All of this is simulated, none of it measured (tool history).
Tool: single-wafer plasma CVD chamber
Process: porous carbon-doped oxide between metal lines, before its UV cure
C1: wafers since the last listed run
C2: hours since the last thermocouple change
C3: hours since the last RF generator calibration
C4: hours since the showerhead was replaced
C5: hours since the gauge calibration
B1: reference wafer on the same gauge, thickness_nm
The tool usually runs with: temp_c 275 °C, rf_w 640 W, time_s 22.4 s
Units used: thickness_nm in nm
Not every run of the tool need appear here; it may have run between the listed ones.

run 1 hour=0 | temp_c=265 rf_w=640 time_s=22.4 | C1=0 C2=1427 C3=131.9 C4=3674.4 C5=351.2 | B1=188.848 | thickness_nm=180.654
run 2 hour=15.5 | temp_c=275 rf_w=640 time_s=22.4 | C1=248 C2=1442.5 C3=147.4 C4=3689.9 C5=366.7 | B1=188.83 | thickness_nm=167.825
run 3 hour=30.4 | temp_c=275 rf_w=640 time_s=22.4 | C1=238 C2=1457.4 C3=162.3 C4=3704.8 C5=381.6 | B1=188.992 | thickness_nm=166.673
run 4 hour=99 | temp_c=275 rf_w=640 time_s=22.4 | C1=1100 C2=1526 C3=230.9 C4=3773.4 C5=450.2 | B1=189.08 | thickness_nm=166.212
run 5 hour=125.9 | temp_c=275 rf_w=640 time_s=22.4 | C1=431 C2=1552.9 C3=257.8 C4=3800.3 C5=477.1 | B1=188.943 | thickness_nm=167.256
run 6 hour=147.7 | temp_c=275 rf_w=640 time_s=22.4 | C1=349 C2=1574.7 C3=279.6 C4=3822.1 C5=498.9 | B1=188.803 | thickness_nm=165.982
run 7 hour=169.7 | temp_c=275 rf_w=640 time_s=22.4 | C1=352 C2=1596.7 C3=301.6 C4=3844.1 C5=520.9 | B1=189.12 | thickness_nm=167.374
run 8 hour=201.4 | temp_c=275 rf_w=640 time_s=22.4 | C1=508 C2=1628.4 C3=333.3 C4=3875.8 C5=552.6 | B1=188.999 | thickness_nm=166.761
run 9 hour=227.4 | temp_c=275 rf_w=640 time_s=22.4 | C1=417 C2=1654.4 C3=359.3 C4=3901.8 C5=578.6 | B1=188.872 | thickness_nm=168.074
run 10 hour=309.6 | temp_c=275 rf_w=640 time_s=22.4 | C1=1318 C2=1736.6 C3=441.5 C4=3984 C5=660.8 | B1=188.899 | thickness_nm=166.71
-- hour=312.4 gauge calibrated
run 11 hour=341.6 | temp_c=275 rf_w=640 time_s=24.3 | C1=513 C2=1768.6 C3=473.5 C4=4016 C5=29.2 | B1=188.904 | thickness_nm=179.253
run 12 hour=362.8 | temp_c=275 rf_w=640 time_s=24.3 | C1=340 C2=1789.8 C3=494.7 C4=4037.2 C5=50.4 | B1=188.881 | thickness_nm=180.128
run 13 hour=387.6 | temp_c=275 rf_w=640 time_s=24.3 | C1=397 C2=1814.6 C3=519.5 C4=4062 C5=75.2 | B1=189.105 | thickness_nm=179.167
-- hour=413.4 thermocouple changed; heater temperature recalibrated
run 14 hour=415.9 | temp_c=275 rf_w=640 time_s=22.4 | C1=325 C2=2.5 C3=547.8 C4=4090.3 C5=103.5 | B1=189.168 | thickness_nm=158.86
run 15 hour=428.7 | temp_c=264 rf_w=640 time_s=22.4 | C1=205 C2=15.3 C3=560.6 C4=4103.1 C5=116.3 | B1=189.122 | thickness_nm=172.537
run 16 hour=446.4 | temp_c=286 rf_w=640 time_s=22.4 | C1=283 C2=33 C3=578.3 C4=4120.8 C5=134 | B1=189.076 | thickness_nm=148.98
run 17 hour=469.9 | temp_c=288 rf_w=520 time_s=22.4 | C1=376 C2=56.5 C3=601.8 C4=4144.3 C5=157.5 | B1=188.829 | thickness_nm=129.647
-- hour=497.1 showerhead replaced
run 18 hour=502.7 | temp_c=281 rf_w=735 time_s=20.6 | C1=397 C2=89.3 C3=634.6 C4=5.6 C5=190.3 | B1=189.034 | thickness_nm=153.153
run 19 hour=519.5 | temp_c=275 rf_w=640 time_s=22.4 | C1=269 C2=106.1 C3=651.4 C4=22.4 C5=207.1 | B1=189.17 | thickness_nm=160.99
run 20 hour=553.9 | temp_c=275 rf_w=640 time_s=22.4 | C1=551 C2=140.5 C3=685.8 C4=56.8 C5=241.5 | B1=188.981 | thickness_nm=160.438
run 21 hour=582.5 | temp_c=281 rf_w=735 time_s=24.2 | C1=458 C2=169.1 C3=714.4 C4=85.4 C5=270.1 | B1=189.096 | thickness_nm=181.432
run 22 hour=611.1 | temp_c=283 rf_w=640 time_s=18.2 | C1=458 C2=197.7 C3=743 C4=114 C5=298.7 | B1=188.906 | thickness_nm=124.87
-- hour=632.6 RF generator calibrated
run 23 hour=633.1 | temp_c=275 rf_w=740 time_s=19.5 | C1=224 C2=219.7 C3=0.5 C4=136 C5=320.7 | B1=188.939 | thickness_nm=158.579
run 24 hour=639.9 | temp_c=275 rf_w=640 time_s=26.7 | C1=109 C2=226.5 C3=7.3 C4=142.8 C5=327.5 | B1=188.958 | thickness_nm=196.158
run 25 hour=660 | temp_c=275 rf_w=640 time_s=18 | C1=322 C2=246.6 C3=27.4 C4=162.9 C5=347.6 | B1=189.062 | thickness_nm=133.956
run 26 hour=693 | temp_c=275 rf_w=640 time_s=22.4 | C1=529 C2=279.6 C3=60.4 C4=195.9 C5=380.6 | B1=188.993 | thickness_nm=166.051
run 27 hour=720.2 | temp_c=275 rf_w=640 time_s=22.4 | C1=436 C2=306.8 C3=87.6 C4=223.1 C5=407.8 | B1=188.892 | thickness_nm=165.134
run 28 hour=738.5 | temp_c=275 rf_w=640 time_s=22.4 | C1=293 C2=325.1 C3=105.9 C4=241.4 C5=426.1 | B1=189.494 | thickness_nm=165.436
run 29 hour=770.6 | temp_c=275 rf_w=640 time_s=22.4 | C1=514 C2=357.2 C3=138 C4=273.5 C5=458.2 | B1=189.319 | thickness_nm=165.621
run 30 hour=812.9 | temp_c=266 rf_w=740 time_s=22.4 | C1=678 C2=399.5 C3=180.3 C4=315.8 C5=500.5 | B1=189.01 | thickness_nm=191.233
run 31 hour=832.5 | temp_c=275 rf_w=525 time_s=22.4 | C1=314 C2=419.1 C3=199.9 C4=335.4 C5=520.1 | B1=188.506 | thickness_nm=148.856
run 32 hour=845.5 | temp_c=275 rf_w=640 time_s=20.2 | C1=208 C2=432.1 C3=212.9 C4=348.4 C5=533.1 | B1=188.999 | thickness_nm=151.698
run 33 hour=879.8 | temp_c=269 rf_w=685 time_s=19.7 | C1=550 C2=466.4 C3=247.2 C4=382.7 C5=567.4 | B1=189.169 | thickness_nm=158.446

What was the tool's hidden state at every run in the log?
gauge reads high (%): 0 on each run
H1: wafer temperature above the value expected at the setpoint (K)
H2: delivered RF power above the setpoint (%)
run=1 H1=-4.8 H2=-2.1
run=2 H1=-4.81 H2=-2.27
run=3 H1=-4.82 H2=-2.43
run=4 H1=-4.88 H2=-3.06
run=5 H1=-4.9 H2=-3.27
run=6 H1=-4.92 H2=-3.42
run=7 H1=-4.93 H2=-3.56
run=8 H1=-4.95 H2=-3.75
run=9 H1=-4.97 H2=-3.89
run=10 H1=-5.02 H2=-4.24
run=11 H1=-5.03 H2=-4.36
run=12 H1=-5.04 H2=-4.42
run=13 H1=-5.06 H2=-4.5
run=14 H1=-0.0137 H2=-4.57
run=15 H1=-0.152 H2=-4.6
run=16 H1=-0.338 H2=-4.65
run=17 H1=-0.577 H2=-4.7
run=18 H1=-0.894 H2=-4.76
run=19 H1=-1.05 H2=-4.79
run=20 H1=-1.35 H2=-4.85
run=21 H1=-1.59 H2=-4.89
run=22 H1=-1.82 H2=-4.92
run=23 H1=-1.99 H2=-0.203
run=24 H1=-2.04 H2=-0.329
run=25 H1=-2.19 H2=-0.684
run=26 H1=-2.42 H2=-1.21
run=27 H1=-2.6 H2=-1.6
run=28 H1=-2.71 H2=-1.84
run=29 H1=-2.91 H2=-2.23
run=30 H1=-3.15 H2=-2.67
run=31 H1=-3.25 H2=-2.86
run=32 H1=-3.32 H2=-2.97
run=33 H1=-3.49 H2=-3.25

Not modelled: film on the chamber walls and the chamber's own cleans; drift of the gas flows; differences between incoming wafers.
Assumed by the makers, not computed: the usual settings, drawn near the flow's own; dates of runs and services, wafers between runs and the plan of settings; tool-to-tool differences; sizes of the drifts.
